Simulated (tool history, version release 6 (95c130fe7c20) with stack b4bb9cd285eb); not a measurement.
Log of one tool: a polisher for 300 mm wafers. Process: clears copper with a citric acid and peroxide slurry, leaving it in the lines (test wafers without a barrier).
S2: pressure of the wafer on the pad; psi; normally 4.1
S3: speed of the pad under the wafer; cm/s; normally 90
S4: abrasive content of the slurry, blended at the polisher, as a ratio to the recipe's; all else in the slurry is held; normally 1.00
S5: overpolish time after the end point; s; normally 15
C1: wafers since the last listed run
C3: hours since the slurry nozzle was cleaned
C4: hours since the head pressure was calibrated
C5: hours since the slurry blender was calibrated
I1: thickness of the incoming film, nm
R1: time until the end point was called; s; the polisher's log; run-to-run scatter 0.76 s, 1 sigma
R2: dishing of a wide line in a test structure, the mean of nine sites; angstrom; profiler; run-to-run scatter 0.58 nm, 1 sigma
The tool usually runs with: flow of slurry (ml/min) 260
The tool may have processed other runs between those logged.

{"run": 1, "day": 0.0, "flow of slurry (ml/min)": 260, "S2": 4.1, "S3": 96, "S4": 1.0, "S5": 15, "C1": 0, "wafers polished on this pad": 578, "C3": 590.8, "C4": 1106.8, "C5": 133.0, "I1": 197.4, "R1": 59.6, "R2": 387}
{"day": 1.017, "done": "worn pad replaced by a new one"}
{"run": 2, "day": 1.108, "flow of slurry (ml/min)": 260, "S2": 4.1, "S3": 90, "S4": 1.0, "S5": 15, "C1": 149, "wafers polished on this pad": 14, "C3": 617.4, "C4": 1133.4, "C5": 159.6, "I1": 202.0, "R1": 64.2, "R2": 369}
{"run": 3, "day": 1.483, "flow of slurry (ml/min)": 260, "S2": 4.1, "S3": 90, "S4": 1.0, "S5": 13, "C1": 59, "wafers polished on this pad": 73, "C3": 626.4, "C4": 1142.4, "C5": 168.6, "I1": 199.1, "R1": 64.3, "R2": 321}
{"run": 4, "day": 1.988, "flow of slurry (ml/min)": 260, "S2": 4.1, "S3": 90, "S4": 1.0, "S5": 13, "C1": 79, "wafers polished on this pad": 153, "C3": 638.5, "C4": 1154.5, "C5": 180.7, "I1": 200.5, "R1": 63.4, "R2": 315}
{"run": 5, "day": 2.454, "flow of slurry (ml/min)": 260, "S2": 3.7, "S3": 90, "S4": 1.0, "S5": 15, "C1": 73, "wafers polished on this pad": 227, "C3": 649.7, "C4": 1165.7, "C5": 191.9, "I1": 202.1, "R1": 72.5, "R2": 322}
{"run": 6, "day": 2.917, "flow of slurry (ml/min)": 260, "S2": 3.7, "S3": 90, "S4": 1.0, "S5": 15, "C1": 73, "wafers polished on this pad": 300, "C3": 660.8, "C4": 1176.8, "C5": 203.0, "I1": 199.1, "R1": 71.3, "R2": 321}
{"run": 7, "day": 3.312, "flow of slurry (ml/min)": 260, "S2": 3.7, "S3": 90, "S4": 1.0, "S5": 15, "C1": 62, "wafers polished on this pad": 363, "C3": 670.3, "C4": 1186.3, "C5": 212.5, "I1": 201.5, "R1": 72.4, "R2": 322}
{"run": 8, "day": 3.579, "flow of slurry (ml/min)": 260, "S2": 4.1, "S3": 90, "S4": 1.0, "S5": 15, "C1": 42, "wafers polished on this pad": 405, "C3": 676.7, "C4": 1192.7, "C5": 218.9, "I1": 195.6, "R1": 64.6, "R2": 348}
{"run": 9, "day": 4.192, "flow of slurry (ml/min)": 260, "S2": 4.1, "S3": 90, "S4": 1.0, "S5": 15, "C1": 97, "wafers polished on this pad": 502, "C3": 691.4, "C4": 1207.4, "C5": 233.6, "I1": 201.9, "R1": 66.1, "R2": 347}
{"day": 4.775, "done": "worn pad replaced by a new one"}
{"run": 10, "day": 4.796, "flow of slurry (ml/min)": 260, "S2": 4.1, "S3": 90, "S4": 1.0, "S5": 15, "C1": 69, "wafers polished on this pad": 3, "C3": 705.9, "C4": 1221.9, "C5": 248.1, "I1": 202.6, "R1": 68.0, "R2": 345}
{"run": 11, "day": 5.175, "flow of slurry (ml/min)": 260, "S2": 4.1, "S3": 90, "S4": 1.0, "S5": 13, "C1": 60, "wafers polished on this pad": 63, "C3": 715.0, "C4": 1231.0, "C5": 257.2, "I1": 198.8, "R1": 67.2, "R2": 301}
{"run": 12, "day": 5.508, "flow of slurry (ml/min)": 260, "S2": 4.1, "S3": 96, "S4": 1.0, "S5": 15, "C1": 52, "wafers polished on this pad": 116, "C3": 723.0, "C4": 1239.0, "C5": 265.2, "I1": 199.2, "R1": 63.3, "R2": 355}
{"run": 13, "day": 6.104, "flow of slurry (ml/min)": 175, "S2": 4.1, "S3": 60, "S4": 1.0, "S5": 8, "C1": 94, "wafers polished on this pad": 210, "C3": 737.3, "C4": 1253.3, "C5": 279.5, "I1": 198.9, "R1": 95.4, "R2": 142}
{"run": 14, "day": 6.462, "flow of slurry (ml/min)": 260, "S2": 4.5, "S3": 64, "S4": 1.0, "S5": 15, "C1": 56, "wafers polished on this pad": 267, "C3": 745.9, "C4": 1261.9, "C5": 288.1, "I1": 200.2, "R1": 82.1, "R2": 288}
{"day": 6.733, "done": "head pressure recalibrated"}
{"run": 15, "day": 7.2, "flow of slurry (ml/min)": 200, "S2": 4.1, "S3": 120, "S4": 1.1, "S5": 17, "C1": 103, "wafers polished on this pad": 371, "C3": 763.6, "C4": 11.2, "C5": 305.8, "I1": 200.9, "R1": 57.6, "R2": 433}
{"day": 7.471, "done": "slurry nozzle cleaned"}
{"day": 7.767, "done": "slurry blender recalibrated"}
{"run": 16, "day": 7.788, "flow of slurry (ml/min)": 260, "S2": 4.1, "S3": 114, "S4": 1.0, "S5": 15, "C1": 73, "wafers polished on this pad": 444, "C3": 7.6, "C4": 25.3, "C5": 0.5, "I1": 201.7, "R1": 50.2, "R2": 434}
{"run": 17, "day": 8.429, "flow of slurry (ml/min)": 300, "S2": 5.2, "S3": 112, "S4": 1.0, "S5": 8, "C1": 101, "wafers polished on this pad": 546, "C3": 23.0, "C4": 40.7, "C5": 15.9, "I1": 199.8, "R1": 39.8, "R2": 311}
{"run": 18, "day": 8.762, "flow of slurry (ml/min)": 260, "S2": 3.1, "S3": 120, "S4": 1.0, "S5": 15, "C1": 52, "wafers polished on this pad": 598, "C3": 31.0, "C4": 48.7, "C5": 23.9, "I1": 201.3, "R1": 65.2, "R2": 351}
{"run": 19, "day": 9.05, "flow of slurry (ml/min)": 230, "S2": 4.1, "S3": 102, "S4": 1.0, "S5": 15, "C1": 45, "wafers polished on this pad": 644, "C3": 37.9, "C4": 55.6, "C5": 30.8, "I1": 198.2, "R1": 56.1, "R2": 398}
{"run": 20, "day": 9.375, "flow of slurry (ml/min)": 260, "S2": 4.1, "S3": 116, "S4": 0.85, "S5": 15, "C1": 51, "wafers polished on this pad": 696, "C3": 45.7, "C4": 63.4, "C5": 38.6, "I1": 198.8, "R1": 52.6, "R2": 428}
{"day": 9.654, "done": "worn pad replaced by a new one"}
{"run": 21, "day": 9.833, "flow of slurry (ml/min)": 260, "S2": 4.1, "S3": 90, "S4": 1.0, "S5": 19, "C1": 46, "wafers polished on this pad": 28, "C3": 56.7, "C4": 74.4, "C5": 49.6, "I1": 202.7, "R1": 63.4, "R2": 475}
{"run": 22, "day": 10.412, "flow of slurry (ml/min)": 215, "S2": 4.1, "S3": 60, "S4": 1.0, "S5": 11, "C1": 91, "wafers polished on this pad": 120, "C3": 70.6, "C4": 88.3, "C5": 63.5, "I1": 200.8, "R1": 84.1, "R2": 205}
{"run": 23, "day": 10.762, "flow of slurry (ml/min)": 260, "S2": 4.1, "S3": 90, "S4": 1.25, "S5": 15, "C1": 55, "wafers polished on this pad": 175, "C3": 79.0, "C4": 96.7, "C5": 71.9, "I1": 198.5, "R1": 56.4, "R2": 396}
{"run": 24, "day": 11.483, "flow of slurry (ml/min)": 260, "S2": 4.1, "S3": 90, "S4": 1.0, "S5": 15, "C1": 114, "wafers polished on this pad": 289, "C3": 96.3, "C4": 114.0, "C5": 89.2, "I1": 200.3, "R1": 62.5, "R2": 370}
{"run": 25, "day": 12.146, "flow of slurry (ml/min)": 260, "S2": 4.1, "S3": 90, "S4": 1.0, "S5": 15, "C1": 104, "wafers polished on this pad": 394, "C3": 112.2, "C4": 129.9, "C5": 105.1, "I1": 200.1, "R1": 60.5, "R2": 372}
{"run": 26, "day": 12.825, "flow of slurry (ml/min)": 260, "S2": 4.1, "S3": 60, "S4": 1.25, "S5": 15, "C1": 107, "wafers polished on this pad": 502, "C3": 128.5, "C4": 146.2, "C5": 121.4, "I1": 203.0, "R1": 79.4, "R2": 304}
{"run": 27, "day": 13.308, "flow of slurry (ml/min)": 260, "S2": 4.1, "S3": 90, "S4": 1.0, "S5": 20, "C1": 76, "wafers polished on this pad": 579, "C3": 140.1, "C4": 157.8, "C5": 133.0, "I1": 198.5, "R1": 62.2, "R2": 474}
{"run": 28, "day": 13.604, "flow of slurry (ml/min)": 260, "S2": 4.1, "S3": 90, "S4": 1.0, "S5": 15, "C1": 46, "wafers polished on this pad": 625, "C3": 147.2, "C4": 164.9, "C5": 140.1, "I1": 204.2, "R1": 64.1, "R2": 372}

Each row is a separate what-if for the run after 28, all from the same tool condition, not one after another. Results?
{"run": "A", "day": 13.621, "flow of slurry (ml/min)": 260, "S2": 4.1, "S3": 90, "S4": 1.0, "S5": 15, "C1": 2, "wafers polished on this pad": 628, "C3": 147.6, "C4": 165.3, "C5": 140.5, "I1": 203.0, "R1": "?", "R2": "?"}
{"run": "B", "day": 13.621, "flow of slurry (ml/min)": 335, "S2": 4.1, "S3": 76, "S4": 1.0, "S5": 15, "C1": 2, "wafers polished on this pad": 628, "C3": 147.6, "C4": 165.3, "C5": 140.5, "I1": 203.0, "R1": "?", "R2": "?"}
{"run": "C", "day": 13.621, "flow of slurry (ml/min)": 260, "S2": 3.1, "S3": 70, "S4": 1.2, "S5": 15, "C1": 2, "wafers polished on this pad": 628, "C3": 147.6, "C4": 165.3, "C5": 140.5, "I1": 203.0, "R1": "?", "R2": "?"}
{"run": "D", "day": 13.621, "flow of slurry (ml/min)": 320, "S2": 3.0, "S3": 110, "S4": 1.0, "S5": 24, "C1": 2, "wafers polished on this pad": 628, "C3": 147.6, "C4": 165.3, "C5": 140.5, "I1": 203.0, "R1": "?", "R2": "?"}
{"run": "E", "day": 13.621, "flow of slurry (ml/min)": 175, "S2": 3.2, "S3": 80, "S4": 1.0, "S5": 15, "C1": 2, "wafers polished on this pad": 628, "C3": 147.6, "C4": 165.3, "C5": 140.5, "I1": 203.0, "R1": "?", "R2": "?"}

run=A R1=64.7 R2=366
run=B R1=71.5 R2=335
run=C R1=96.9 R2=253
run=D R1=73.7 R2=484
run=E R1=95.3 R2=257
Had the tool no hidden state, the same runs would have come out as:
run=A R1=62.8 R2=376
run=B R1=69.4 R2=345
run=C R1=93.9 R2=261
run=D R1=71.5 R2=496
run=E R1=92.4 R2=265
